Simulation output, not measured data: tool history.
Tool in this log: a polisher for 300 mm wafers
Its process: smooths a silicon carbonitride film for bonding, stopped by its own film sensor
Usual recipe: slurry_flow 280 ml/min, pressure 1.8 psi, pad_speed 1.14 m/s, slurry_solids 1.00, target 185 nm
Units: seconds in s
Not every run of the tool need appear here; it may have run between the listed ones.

| run | hour | slurry_flow | pressure | pad_speed | slurry_solids | target | wafers since the last listed run | wafers polished on this pad | hours since the slurry nozzle was cleaned | hours since the head pressure was calibrated | hours since the slurry blender was calibrated | incoming thickness of the incoming film, nm | seconds |
|---|---|---|---|---|---|---|---|---|---|---|---|---|---|
| 1 | 0.0 | 280 | 1.8 | 1.14 | 1.00 | 185 | 0 | 466 | 347.2 | 967.2 | 304.4 | 199.1 | 58.7 |
| 2 | 39.1 | 280 | 1.8 | 1.14 | 1.00 | 185 | 464 | 931 | 386.3 | 1006.3 | 343.5 | 196.8 | 50.7 |
| 3 | 48.1 | 280 | 1.8 | 1.14 | 1.00 | 185 | 106 | 1037 | 395.3 | 1015.3 | 352.5 | 202.1 | 72.5 |
|  | 64.2 | worn pad replaced by a new one |
| 4 | 64.7 | 280 | 1.8 | 1.14 | 1.00 | 185 | 149 | 5 | 411.9 | 1031.9 | 369.1 | 199.7 | 64.0 |
| 5 | 70.3 | 280 | 1.8 | 1.14 | 1.00 | 185 | 66 | 72 | 417.5 | 1037.5 | 374.7 | 201.2 | 69.7 |
| 6 | 85.7 | 280 | 1.8 | 1.14 | 1.00 | 185 | 182 | 255 | 432.9 | 1052.9 | 390.1 | 198.7 | 59.1 |
| 7 | 103.5 | 280 | 1.8 | 1.14 | 1.00 | 186 | 211 | 466 | 450.7 | 1070.7 | 407.9 | 199.5 | 59.3 |
| 8 | 120.4 | 280 | 1.8 | 1.14 | 1.00 | 185 | 200 | 667 | 467.6 | 1087.6 | 424.8 | 200.2 | 67.1 |
|  | 124.4 | slurry nozzle cleaned |
| 9 | 135.4 | 280 | 1.8 | 1.14 | 1.00 | 185 | 166 | 833 | 11.0 | 1102.6 | 439.8 | 197.6 | 55.4 |
| 10 | 151.3 | 315 | 1.8 | 1.14 | 1.00 | 185 | 188 | 1021 | 26.9 | 1118.5 | 455.7 | 198.4 | 57.7 |
|  | 153.7 | slurry blender recalibrated |
|  | 161.6 | worn pad replaced by a new one, of another model than before |
| 11 | 162.1 | 280 | 1.8 | 1.14 | 1.00 | 185 | 56 | 5 | 37.7 | 1129.3 | 8.4 | 196.8 | 45.5 |
| 12 | 175.4 | 280 | 1.8 | 1.14 | 1.00 | 185 | 157 | 163 | 51.0 | 1142.6 | 21.7 | 199.4 | 55.4 |
| 13 | 192.6 | 280 | 1.8 | 1.14 | 1.00 | 185 | 204 | 367 | 68.2 | 1159.8 | 38.9 | 202.1 | 67.8 |
| 14 | 204.8 | 280 | 1.8 | 1.14 | 1.00 | 185 | 144 | 512 | 80.4 | 1172.0 | 51.1 | 201.0 | 63.2 |
| 15 | 219.9 | 280 | 1.8 | 1.14 | 1.00 | 185 | 179 | 691 | 95.5 | 1187.1 | 66.2 | 201.5 | 65.0 |
| 16 | 227.7 | 280 | 1.8 | 1.14 | 1.15 | 185 | 92 | 784 | 103.3 | 1194.9 | 74.0 | 199.7 | 54.8 |

Predict the results of run 17:
| 17 | 234.0 | 280 | 1.8 | 1.14 | 1.25 | 185 | 74 | 859 | 109.6 | 1201.2 | 80.3 | 201.9 | ? |

seconds: 60.7 s
On a tool with no hidden condition, and with the same random variation, this run would have come out at seconds 59.0 s.
